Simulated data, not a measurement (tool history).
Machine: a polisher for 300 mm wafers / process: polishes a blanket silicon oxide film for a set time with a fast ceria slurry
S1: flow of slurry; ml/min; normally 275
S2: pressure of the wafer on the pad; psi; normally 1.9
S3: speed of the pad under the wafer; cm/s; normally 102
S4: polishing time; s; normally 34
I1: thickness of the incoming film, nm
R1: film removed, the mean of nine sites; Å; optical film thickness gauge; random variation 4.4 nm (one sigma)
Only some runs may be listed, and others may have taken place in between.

run,hour,S1,S2,S3,S4,I1,R1
1,0,250,1.9,102,34,3866.6,3981
2,43.3,275,1.9,102,34,3809.7,4022
3,99.7,275,1.9,116,34,3798.8,4519
# hour 154.3: worn pad replaced by a new one
4,154.7,275,1.9,116,34,3845.2,4617
5,206,275,1.9,116,34,3763.7,4399
# hour 223.1: slurry nozzle cleaned
6,264.9,275,1.9,128,34,3800.4,4744
7,361.1,275,1.9,128,34,3843,4674
# hour 385: slurry nozzle cleaned, repeated, since the last time left the tool worse
# hour 403.1: worn pad replaced by a new one
8,457.7,275,1.9,128,34,3832,5136
# hour 522: head pressure recalibrated
9,523.9,275,1.9,102,34,3829.6,4091
10,610.1,275,1.9,128,34,3774.8,5052
# hour 651.3: worn pad replaced by a new one
11,651.8,225,2.3,102,34,3736.4,4811
12,745.8,300,2.5,102,34,3806.8,5448
13,792.6,320,2.2,102,34,3804.3,4688
14,838.4,275,1.9,118,34,3875.6,4768
# hour 879.5: worn pad replaced by a new one
15,898.3,275,1.9,84,38,3836.5,3629
# hour 915.9: slurry nozzle cleaned
16,995.8,275,2.6,102,30,3882.5,4988
17,1099.8,240,1.4,102,34,3829.8,2983
# hour 1114: worn pad replaced by a new one
18,1149,275,1.9,126,43,3788.8,6291

Forecast each of these 3 alternatives for the next run:
A,1149.4,275,1.9,102,34,3850.5,?
B,1149.4,275,1.3,86,34,3850.5,?
C,1149.4,275,1.4,80,46,3850.5,?

run,R1
A,4161
B,2400
C,3253
Without the tool's hidden state the same runs would have given:
run,R1
A,4240
B,2446
C,3315

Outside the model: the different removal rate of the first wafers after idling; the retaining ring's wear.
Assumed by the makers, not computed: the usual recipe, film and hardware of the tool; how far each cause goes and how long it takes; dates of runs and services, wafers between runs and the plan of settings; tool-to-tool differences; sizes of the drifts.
